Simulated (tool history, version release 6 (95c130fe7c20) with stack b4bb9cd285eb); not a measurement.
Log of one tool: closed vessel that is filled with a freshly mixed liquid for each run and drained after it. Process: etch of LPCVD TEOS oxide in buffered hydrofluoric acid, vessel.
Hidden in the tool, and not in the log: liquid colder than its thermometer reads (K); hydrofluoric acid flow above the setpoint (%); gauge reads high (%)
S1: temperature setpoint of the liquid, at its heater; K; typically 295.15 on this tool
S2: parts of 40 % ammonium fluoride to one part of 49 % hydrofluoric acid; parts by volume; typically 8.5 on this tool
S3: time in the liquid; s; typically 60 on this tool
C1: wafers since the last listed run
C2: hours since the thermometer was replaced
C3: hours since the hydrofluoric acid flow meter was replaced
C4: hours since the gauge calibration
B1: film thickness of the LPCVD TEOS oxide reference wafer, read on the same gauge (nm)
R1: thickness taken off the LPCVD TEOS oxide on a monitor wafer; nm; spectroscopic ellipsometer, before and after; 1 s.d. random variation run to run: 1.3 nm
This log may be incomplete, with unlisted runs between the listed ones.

run,hour,S1,S2,S3,C1,C2,C3,C4,B1,R1
1,0.0,295.15,7.0,60,0,2345.0,522.5,620.1,29.98,397.29
# hour 13.5: hydrofluoric acid flow meter replaced
2,51.4,295.15,7.0,60,4354,2396.4,37.9,671.5,30.00,394.87
3,181.4,295.15,8.5,60,11232,2526.4,167.9,801.5,30.02,319.00
4,252.8,295.15,8.5,35,6168,2597.8,239.3,872.9,30.01,186.25
5,307.9,295.15,8.5,35,4760,2652.9,294.4,928.0,29.98,186.87
6,353.8,295.15,8.5,35,3965,2698.8,340.3,973.9,30.00,186.34
7,410.7,295.15,6.0,60,4916,2755.7,397.2,1030.8,30.01,448.56
8,468.0,295.15,8.5,60,4950,2813.0,454.5,1088.1,30.03,319.77
9,537.3,295.15,11.0,60,5987,2882.3,523.8,1157.4,29.99,255.66
# hour 581.2: hydrofluoric acid flow meter replaced
# hour 656.2: gauge calibrated
# hour 678.2: thermometer replaced
10,742.0,295.15,11.0,60,17513,63.8,160.8,85.8,30.01,247.38
11,799.4,295.15,11.0,60,4959,121.2,218.2,143.2,29.99,248.53
12,968.3,295.15,8.5,60,14593,290.1,387.1,312.1,29.99,307.95
13,1037.8,292.15,8.5,60,6004,359.6,456.6,381.6,29.98,259.94
14,1077.8,292.15,8.5,60,3456,399.6,496.6,421.6,30.01,260.57
15,1119.1,292.15,8.5,60,3568,440.9,537.9,462.9,29.98,259.91
# hour 1141.4: thermometer replaced, repeated, since the last time left the tool worse
16,1185.6,293.15,8.5,60,5659,44.2,604.4,529.4,29.99,295.42
# hour 1236.7: hydrofluoric acid flow meter replaced
17,1248.4,295.15,8.5,60,5339,107.0,11.7,592.2,30.01,330.36
18,1339.0,291.65,8.5,60,7827,197.6,102.3,682.8,30.00,270.15

Predict the results of run 19:
19,1372.0,295.15,8.5,60,2851,230.6,135.3,715.8,?,?

{"run 19": {"B1": 30.03, "R1": 332.01}}
Without the tool's hidden state the same run would have given R1 335.32 nm.
